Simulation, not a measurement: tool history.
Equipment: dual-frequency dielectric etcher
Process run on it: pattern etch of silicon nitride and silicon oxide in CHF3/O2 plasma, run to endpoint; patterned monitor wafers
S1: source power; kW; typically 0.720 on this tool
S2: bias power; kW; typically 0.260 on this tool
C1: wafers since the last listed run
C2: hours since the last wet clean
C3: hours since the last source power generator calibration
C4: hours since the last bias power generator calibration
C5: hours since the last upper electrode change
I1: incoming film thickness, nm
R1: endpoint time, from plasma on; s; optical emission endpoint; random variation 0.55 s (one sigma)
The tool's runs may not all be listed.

run    hour     S1     S2    C1     C2      C3      C4      C5     I1    R1
  1     0.0  0.720  0.260     0  310.7  3532.7  3552.2  1270.9  183.5  86.8
  2    49.2  0.860  0.260   432  359.9  3581.9  3601.4  1320.1  185.7  82.8
  3   142.8  0.580  0.213   822  453.5  3675.5  3695.0  1413.7  185.0  97.5
  4   188.4  0.720  0.260   400  499.1  3721.1  3740.6  1459.3  183.7  85.9
  5   270.7  0.720  0.260   723  581.4  3803.4  3822.9  1541.6  184.6  84.1
      353.5  -- wet clean of the chamber
  6   362.2  0.720  0.260   593    8.7  3894.9  3914.4  1633.1  185.7  91.1
  7   462.8  0.720  0.260   884  109.3  3995.5  4015.0  1733.7  186.5  91.0
  8   563.8  0.720  0.260   887  210.3  4096.5  4116.0  1834.7  184.5  87.6
  9   659.8  0.720  0.260   843  306.3  4192.5  4212.0  1930.7  185.2  87.0
      684.1  -- bias power generator calibrated
 10   729.2  0.720  0.260   574  375.7  4261.9    45.1  2000.1  184.8  86.8
      866.2  -- wet clean of the chamber
 11   946.3  0.720  0.260  1697   80.1  4479.0   262.2  2217.2  185.0  88.5
      972.4  -- source power generator calibrated
      982.7  -- upper electrode replaced
 12  1007.9  0.820  0.229   415  141.7    35.5   323.8    25.2  183.5  88.4
 13  1050.6  0.720  0.260   375  184.4    78.2   366.5    67.9  185.0  87.8
 14  1138.4  0.880  0.260   771  272.2   166.0   454.3   155.7  185.4  83.1
 15  1196.0  0.720  0.260   506  329.8   223.6   511.9   213.3  183.8  86.9
 16  1283.0  0.870  0.311   764  416.8   310.6   598.9   300.3  183.8  76.4
 17  1384.3  0.620  0.260   890  518.1   411.9   700.2   401.6  185.0  90.2
 18  1467.4  0.780  0.301   730  601.2   495.0   783.3   484.7  183.4  79.1
     1510.9  -- wet clean of the chamber
 19  1551.4  0.800  0.306   527   40.5   579.0   867.3   568.7  185.9  83.3
 20  1647.4  0.790  0.228   843  136.5   675.0   963.3   664.7  183.6  89.8
 21  1745.0  0.610  0.260   857  234.1   772.6  1060.9   762.3  184.9  93.0
 22  1812.9  0.630  0.222   596  302.0   840.5  1128.8   830.2  184.3  96.3

Some steps in R1, run to run, broken into two amounts with sign: the step expected even without the hidden condition (settings, incoming material, random variation), and the rest, left for the hidden condition together with whatever gauge scatter is not in both the measured and the hidden-condition-free result:
The tool's hidden condition here consists of: etch rate over this chamber's usual, %; source power that arrives over what is set, %; bias power that arrives over what is set, %.
Run 2 -> 3: S1 0.860 -> 0.580, S2 0.260 -> 0.213. R1 +14.7 s: hidden state -1.3, all else +16.0.
Run 5 -> 6: wet clean of the chamber. R1 +7.0 s: hidden state +4.3, all else +2.7.
Run 16 -> 17: S1 0.870 -> 0.620, S2 0.311 -> 0.260. R1 +13.8 s: hidden state -1.2, all else +15.0.
Run 18 -> 19: S1 0.780 -> 0.800, S2 0.301 -> 0.306, wet clean of the chamber. R1 +4.2 s: hidden state +4.3, all else -0.1.

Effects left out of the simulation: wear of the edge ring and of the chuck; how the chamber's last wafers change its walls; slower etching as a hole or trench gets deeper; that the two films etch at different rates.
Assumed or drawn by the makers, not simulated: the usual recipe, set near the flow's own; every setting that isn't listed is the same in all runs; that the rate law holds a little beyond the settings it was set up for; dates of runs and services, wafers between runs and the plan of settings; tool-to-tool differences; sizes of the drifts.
